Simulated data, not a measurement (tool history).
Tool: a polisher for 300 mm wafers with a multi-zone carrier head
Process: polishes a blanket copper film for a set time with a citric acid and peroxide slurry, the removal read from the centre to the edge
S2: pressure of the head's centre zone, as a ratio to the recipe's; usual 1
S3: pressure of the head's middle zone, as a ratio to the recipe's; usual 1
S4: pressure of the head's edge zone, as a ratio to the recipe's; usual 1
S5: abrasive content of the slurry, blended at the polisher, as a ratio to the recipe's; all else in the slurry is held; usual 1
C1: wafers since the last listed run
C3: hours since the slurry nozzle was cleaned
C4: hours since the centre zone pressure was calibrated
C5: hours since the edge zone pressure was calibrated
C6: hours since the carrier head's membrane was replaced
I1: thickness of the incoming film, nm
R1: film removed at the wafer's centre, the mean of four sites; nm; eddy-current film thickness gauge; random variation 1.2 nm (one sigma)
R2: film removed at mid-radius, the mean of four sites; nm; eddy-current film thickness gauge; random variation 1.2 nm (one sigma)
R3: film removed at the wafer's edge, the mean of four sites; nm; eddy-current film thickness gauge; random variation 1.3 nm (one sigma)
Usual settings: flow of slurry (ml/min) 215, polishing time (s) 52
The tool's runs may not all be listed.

run 1 day=0 | flow_of_slurry_(ml/min)=215 S2=1 S3=1 S4=1 S5=1 polishing_time_(s)=52 | C1=0 wafers_polished_on_this_pad=4027 C3=96.5 C4=12.7 C5=0.5 C6=1535.8 | I1=886.1 | R1=79.8 R2=80.6 R3=83.2
-- day=0.192 worn pad replaced by a new one
run 2 day=2.817 | flow_of_slurry_(ml/min)=215 S2=1 S3=1 S4=1 S5=1 polishing_time_(s)=52 | C1=827 wafers_polished_on_this_pad=820 C3=164.1 C4=80.3 C5=68.1 C6=1603.4 | I1=887.7 | R1=83.4 R2=85.3 R3=85.3
run 3 day=3.921 | flow_of_slurry_(ml/min)=215 S2=1 S3=1 S4=1 S5=1 polishing_time_(s)=52 | C1=344 wafers_polished_on_this_pad=1165 C3=190.6 C4=106.8 C5=94.6 C6=1629.9 | I1=879.8 | R1=82.6 R2=82.5 R3=84.6
run 4 day=5.588 | flow_of_slurry_(ml/min)=235 S2=0.93 S3=1 S4=1 S5=1 polishing_time_(s)=52 | C1=520 wafers_polished_on_this_pad=1685 C3=230.6 C4=146.8 C5=134.6 C6=1669.9 | I1=882.2 | R1=76.7 R2=82.8 R3=84.6
-- day=8.683 carrier head's membrane replaced by a new one
run 5 day=8.704 | flow_of_slurry_(ml/min)=215 S2=0.96 S3=1 S4=1 S5=1 polishing_time_(s)=52 | C1=908 wafers_polished_on_this_pad=2593 C3=305.4 C4=221.6 C5=209.4 C6=0.5 | I1=896.3 | R1=78.6 R2=82.6 R3=83.5
-- day=9.179 slurry nozzle cleaned
run 6 day=9.908 | flow_of_slurry_(ml/min)=215 S2=1 S3=1.1 S4=1.1 S5=1.1 polishing_time_(s)=52 | C1=363 wafers_polished_on_this_pad=2956 C3=17.5 C4=250.5 C5=238.3 C6=29.4 | I1=887.6 | R1=81.5 R2=91.3 R3=88
-- day=12.329 worn pad replaced by a new one
run 7 day=12.708 | flow_of_slurry_(ml/min)=215 S2=1 S3=1 S4=1 S5=1 polishing_time_(s)=52 | C1=822 wafers_polished_on_this_pad=118 C3=84.7 C4=317.7 C5=305.5 C6=96.6 | I1=889.3 | R1=85.8 R2=88.3 R3=90.3
run 8 day=14.758 | flow_of_slurry_(ml/min)=215 S2=1 S3=1 S4=1 S5=1 polishing_time_(s)=52 | C1=640 wafers_polished_on_this_pad=758 C3=133.9 C4=366.9 C5=354.7 C6=145.8 | I1=888.2 | R1=82.4 R2=84 R3=85.8
run 9 day=15.821 | flow_of_slurry_(ml/min)=215 S2=1 S3=0.91 S4=1.05 S5=1 polishing_time_(s)=52 | C1=331 wafers_polished_on_this_pad=1090 C3=159.4 C4=392.4 C5=380.2 C6=171.3 | I1=897.9 | R1=81.7 R2=77.2 R3=87.4
run 10 day=17.408 | flow_of_slurry_(ml/min)=215 S2=1 S3=1 S4=1.04 S5=1 polishing_time_(s)=52 | C1=495 wafers_polished_on_this_pad=1586 C3=197.5 C4=430.5 C5=418.3 C6=209.4 | I1=883.6 | R1=82.1 R2=84.4 R3=84.1
run 11 day=19.975 | flow_of_slurry_(ml/min)=215 S2=1.07 S3=1.08 S4=0.95 S5=1 polishing_time_(s)=58 | C1=801 wafers_polished_on_this_pad=2388 C3=259.1 C4=492.1 C5=479.9 C6=271 | I1=888.2 | R1=93.8 R2=95.2 R3=90.6
run 12 day=22.692 | flow_of_slurry_(ml/min)=215 S2=1 S3=0.93 S4=1 S5=1 polishing_time_(s)=52 | C1=848 wafers_polished_on_this_pad=3236 C3=324.3 C4=557.3 C5=545.1 C6=336.2 | I1=896.2 | R1=82.1 R2=76.7 R3=82.2
-- day=22.746 slurry nozzle cleaned
run 13 day=24.208 | flow_of_slurry_(ml/min)=235 S2=1.11 S3=1 S4=1 S5=1.15 polishing_time_(s)=52 | C1=460 wafers_polished_on_this_pad=3697 C3=35.1 C4=593.7 C5=581.5 C6=372.6 | I1=894.5 | R1=90.3 R2=86.2 R3=87.2
-- day=25.25 centre zone pressure recalibrated
run 14 day=25.683 | flow_of_slurry_(ml/min)=215 S2=1 S3=1 S4=1 S5=1 polishing_time_(s)=52 | C1=434 wafers_polished_on_this_pad=4131 C3=70.5 C4=10.4 C5=616.9 C6=408 | I1=881.7 | R1=79.7 R2=82.1 R3=82.4
-- day=27.267 worn pad replaced by a new one
run 15 day=27.288 | flow_of_slurry_(ml/min)=215 S2=1 S3=1 S4=1 S5=1 polishing_time_(s)=52 | C1=448 wafers_polished_on_this_pad=6 C3=109 C4=48.9 C5=655.4 C6=446.5 | I1=880.8 | R1=87.2 R2=89.1 R3=89.2
run 16 day=29.825 | flow_of_slurry_(ml/min)=215 S2=1 S3=1 S4=1 S5=1 polishing_time_(s)=52 | C1=792 wafers_polished_on_this_pad=798 C3=169.9 C4=109.8 C5=716.3 C6=507.4 | I1=891.9 | R1=84.3 R2=85.8 R3=85.9
run 17 day=32.1 | flow_of_slurry_(ml/min)=215 S2=1 S3=1 S4=1 S5=1 polishing_time_(s)=52 | C1=710 wafers_polished_on_this_pad=1509 C3=224.5 C4=164.4 C5=770.9 C6=562 | I1=888.3 | R1=81.8 R2=84.7 R3=85
run 18 day=33.188 | flow_of_slurry_(ml/min)=215 S2=1 S3=1 S4=1 S5=0.8 polishing_time_(s)=42 | C1=339 wafers_polished_on_this_pad=1849 C3=250.6 C4=190.5 C5=797 C6=588.1 | I1=885.1 | R1=59.8 R2=60.8 R3=63.2
run 19 day=34.425 | flow_of_slurry_(ml/min)=260 S2=1.06 S3=0.96 S4=0.94 S5=1 polishing_time_(s)=52 | C1=386 wafers_polished_on_this_pad=2235 C3=280.3 C4=220.2 C5=826.7 C6=617.8 | I1=887 | R1=86.8 R2=81.5 R3=83.3
run 20 day=36.054 | flow_of_slurry_(ml/min)=285 S2=1 S3=1.04 S4=1 S5=0.7 polishing_time_(s)=69 | C1=508 wafers_polished_on_this_pad=2744 C3=319.4 C4=259.3 C5=865.8 C6=656.9 | I1=882.2 | R1=97.1 R2=101.3 R3=99.6
-- day=39.679 worn pad replaced by a new one
-- day=40.433 slurry nozzle cleaned
run 21 day=42.021 | flow_of_slurry_(ml/min)=215 S2=0.89 S3=0.93 S4=1 S5=1.15 polishing_time_(s)=52 | C1=1798 wafers_polished_on_this_pad=717 C3=38.1 C4=402.5 C5=1009 C6=800.1 | I1=891.1 | R1=78.6 R2=85.3 R3=92.3

Measured less the same run without the tool's hidden state. The same run-to-run variation is in both; the gauge's scatter may not be:
The hidden state here: removal rate lost through wear of the pad, %; slurry flow missing at the pad, %; deviation of the centre zone's pressure from its setpoint, %; deviation of the edge zone's pressure from its setpoint, %.
run=1 R1=-6.8 R2=-7 R3=-7.2
run=2 R1=-3.8 R2=-3.9 R3=-3.9
run=3 R1=-4.7 R2=-4.7 R3=-4.8
run=4 R1=-5.3 R2=-5.8 R3=-6
run=5 R1=-6.7 R2=-7 R3=-7.1
run=6 R1=-7.3 R2=-8.1 R3=-7.8
run=7 R1=-1.3 R2=-1.3 R3=-1.3
run=8 R1=-3.6 R2=-3.7 R3=-3.8
run=9 R1=-4.6 R2=-4.3 R3=-4.9
run=10 R1=-5.7 R2=-5.7 R3=-5.7
run=11 R1=-7.7 R2=-7.8 R3=-7.5
run=12 R1=-7.5 R2=-7 R3=-7.4
run=13 R1=-8.5 R2=-8 R3=-8.1
run=14 R1=-7.6 R2=-7.8 R3=-7.9
run=15 R1=-0.1 R2=-0.2 R3=-0.2
run=16 R1=-3.3 R2=-3.4 R3=-3.4
run=17 R1=-4.9 R2=-5.1 R3=-5
run=18 R1=-3.9 R2=-4.1 R3=-4.2
run=19 R1=-6.3 R2=-5.9 R3=-6
run=20 R1=-7.6 R2=-8 R3=-7.8
run=21 R1=-3.2 R2=-3.5 R3=-3.7

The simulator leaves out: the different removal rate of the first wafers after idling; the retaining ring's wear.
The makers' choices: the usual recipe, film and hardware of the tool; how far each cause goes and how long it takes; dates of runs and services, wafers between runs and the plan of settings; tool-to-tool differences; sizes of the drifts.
